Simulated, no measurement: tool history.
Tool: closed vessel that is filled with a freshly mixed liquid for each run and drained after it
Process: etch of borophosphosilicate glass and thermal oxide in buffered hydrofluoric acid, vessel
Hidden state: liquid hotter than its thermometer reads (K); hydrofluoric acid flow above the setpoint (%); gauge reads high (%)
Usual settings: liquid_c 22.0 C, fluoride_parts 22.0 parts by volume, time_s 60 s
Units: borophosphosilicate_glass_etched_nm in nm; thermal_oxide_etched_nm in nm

run   hour  liquid_c  fluoride_parts  time_s  wafers since the last listed run  hours since the thermometer was replaced  hours since the hydrofluoric acid flow meter was replaced  hours since the gauge calibration  read-back film thickness of the borophosphosilicate glass reference wafer, read on the same gauge (nm)  read-back film thickness of the thermal oxide reference wafer, read on the same gauge (nm)  borophosphosilicate_glass_etched_nm  thermal_oxide_etched_nm
  1    0.0      22.0            22.0      50                                 0                                     134.1                                                     1850.9                              724.3                                                                                                  120.01                                                                                      150.00                                78.93                    27.28
      21.7  -- hydrofluoric acid flow meter replaced
  2   28.1      22.0            22.0      50                              2303                                     162.2                                                        6.4                              752.4                                                                                                  120.01                                                                                      149.99                                74.26                    25.85
  3   53.5      22.0            22.0      85                              2158                                     187.6                                                       31.8                              777.8                                                                                                  119.99                                                                                      150.03                               126.52                    44.16
  4   99.9      26.5            25.0      80                              3943                                     234.0                                                       78.2                              824.2                                                                                                  120.00                                                                                      150.00                               139.81                    48.76
  5  121.7      22.0            17.5      35                              1852                                     255.8                                                      100.0                              846.0                                                                                                  120.01                                                                                      149.99                                64.65                    22.41
  6  140.3      22.0            24.5      45                              1580                                     274.4                                                      118.6                              864.6                                                                                                  119.99                                                                                      149.97                                63.41                    22.21
  7  155.4      25.0            19.0      60                              1283                                     289.5                                                      133.7                              879.7                                                                                                  120.00                                                                                      150.00                               120.56                    42.20
  8  169.6      22.0            22.0      60                              1206                                     303.7                                                      147.9                              893.9                                                                                                  120.00                                                                                      150.00                                91.16                    31.90
     174.3  -- gauge calibrated
  9  195.3      24.5            30.0      85                              2184                                     329.4                                                      173.6                               21.0                                                                                                  120.01                                                                                      149.98                               119.18                    42.51
 10  223.7      22.0            27.0      60                              2413                                     357.8                                                      202.0                               49.4                                                                                                  120.04                                                                                      150.01                                79.25                    27.35
 11  257.2      23.5            17.5      60                              2847                                     391.3                                                      235.5                               82.9                                                                                                  119.99                                                                                      150.00                               124.34                    42.34
 12  275.1      27.0            22.0      60                              1521                                     409.2                                                      253.4                              100.8                                                                                                  120.00                                                                                      150.00                               121.55                    42.70
 13  289.4      24.5            19.0      60                              1215                                     423.5                                                      267.7                              115.1                                                                                                  120.01                                                                                      149.99                               120.34                    42.10
 14  315.6      22.0            22.0      30                              2226                                     449.7                                                      293.9                              141.3                                                                                                  120.03                                                                                      149.99                                46.51                    16.15
 15  347.6      23.5            17.5      60                              2719                                     481.7                                                      325.9                              173.3                                                                                                  120.01                                                                                      149.98                               124.00                    43.60
 16  377.4      19.5            15.0      30                              2532                                     511.5                                                      355.7                              203.1                                                                                                  120.00                                                                                      150.01                                58.78                    20.36
 17  397.6      25.0            19.0      60                              1716                                     531.7                                                      375.9                              223.3                                                                                                  119.98                                                                                      149.99                               124.21                    43.01
 18  423.4      22.0            22.0      60                              2192                                     557.5                                                      401.7                              249.1                                                                                                  120.00                                                                                      150.00                                92.74                    32.89
 19  437.9      25.0            25.0      80                              1232                                     572.0                                                      416.2                              263.6                                                                                                  120.03                                                                                      149.98                               136.35                    47.17
 20  459.5      18.5            19.0      30                              1835                                     593.6                                                      437.8                              285.2                                                                                                  119.99                                                                                      150.00                                44.28                    15.59
 21  483.3      22.0            22.0      60                              2022                                     617.4                                                      461.6                              309.0                                                                                                  119.97                                                                                      150.00                                94.32                    33.38
 22  500.7      22.0            24.5      45                              1478                                     634.8                                                      479.0                              326.4                                                                                                  119.99                                                                                      150.01                                66.11                    23.02
 23  517.2      26.5            22.0      30                              1402                                     651.3                                                      495.5                              342.9                                                                                                  119.99                                                                                      150.01                                60.09                    20.90
 24  536.3      24.0            22.0      60                              1623                                     670.4                                                      514.6                              362.0                                                                                                  120.00                                                                                      150.01                               106.06                    37.04
 25  564.9      22.0            22.0      60                              2430                                     699.0                                                      543.2                              390.6                                                                                                  120.03                                                                                      150.01                                96.36                    33.40
 26  588.7      22.0            15.0      60                              2022                                     722.8                                                      567.0                              414.4                                                                                                  120.01                                                                                      150.01                               137.06                    48.75

The tool's hidden state at each run:
gauge reads high (%): 0 in every run
H1: liquid hotter than its thermometer reads (K)
H2: hydrofluoric acid flow above the setpoint (%)
run     H1    H2
  1  0.308  10.6
  2  0.359  2.09
  3  0.404  2.23
  4  0.488  2.48
  5  0.528   2.6
  6  0.561   2.7
  7  0.589  2.79
  8  0.614  2.86
  9  0.661  3.01
 10  0.712  3.16
 11  0.773  3.35
 12  0.805  3.44
 13  0.831  3.52
 14  0.879  3.67
 15  0.936  3.84
 16   0.99  4.01
 17   1.03  4.12
 18   1.07  4.26
 19    1.1  4.34
 20   1.14  4.46
 21   1.18  4.59
 22   1.21  4.68
 23   1.24  4.77
 24   1.28  4.88
 25   1.33  5.03
 26   1.37  5.16

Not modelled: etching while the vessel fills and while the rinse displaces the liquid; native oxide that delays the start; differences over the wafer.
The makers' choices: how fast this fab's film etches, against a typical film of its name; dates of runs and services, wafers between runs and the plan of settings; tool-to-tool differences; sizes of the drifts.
